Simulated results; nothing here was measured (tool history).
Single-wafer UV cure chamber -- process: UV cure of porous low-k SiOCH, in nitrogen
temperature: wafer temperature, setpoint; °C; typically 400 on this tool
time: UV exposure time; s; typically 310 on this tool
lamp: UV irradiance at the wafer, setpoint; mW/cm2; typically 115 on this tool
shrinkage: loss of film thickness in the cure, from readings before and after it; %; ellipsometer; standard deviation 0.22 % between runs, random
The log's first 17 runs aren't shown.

run,hour,temperature,time,lamp,wafers since the last listed run,hours since the UV bulbs were replaced,wafers since the quartz window was cleaned,shrinkage
18,1470.2,400,170,128,630,238.5,4021,15.151
# hour 1553.1: quartz window cleaned
19,1575.7,415,310,115,828,344.0,191,18.070
20,1666.3,400,310,115,769,434.6,961,17.684
21,1709.3,400,310,115,365,477.6,1327,17.796
22,1771.7,400,310,128,530,540.0,1857,18.299
23,1838.3,400,310,115,565,606.6,2423,17.579
24,1940.3,400,485,131,866,708.6,3290,20.581
25,2042.8,383,310,115,871,811.1,4161,17.093
# hour 2073.3: quartz window cleaned
26,2123.4,400,310,91,616,891.7,425,15.851
27,2230.9,380,310,101,913,999.2,1339,16.600
28,2309.8,387,310,115,670,1078.1,2009,16.927
29,2412.2,415,360,147,870,1180.5,2880,19.767
30,2578.2,400,400,115,1410,1346.5,4290,18.584
31,2661.1,400,310,94,704,1429.4,4995,16.181
# hour 2720.1: quartz window cleaned
32,2737.7,400,310,76,582,1506.0,149,14.834
33,2837.2,400,310,115,845,1605.5,994,16.807

What if the next run were any one of these 5? Each begins from the tool's condition after run 33:
A,2837.7,400,310,115,4,1606.0,999,?
B,2837.7,394,485,130,4,1606.0,999,?
C,2837.7,383,310,129,4,1606.0,999,?
D,2837.7,400,170,149,4,1606.0,999,?
E,2837.7,390,310,101,4,1606.0,999,?

run,shrinkage
A,17.203
B,20.423
C,17.482
D,15.242
E,16.227
The same runs, with their run-to-run variation unchanged, on a tool lacking any hidden condition would have given:
run,shrinkage
A,18.502
B,21.738
C,18.784
D,16.509
E,17.513
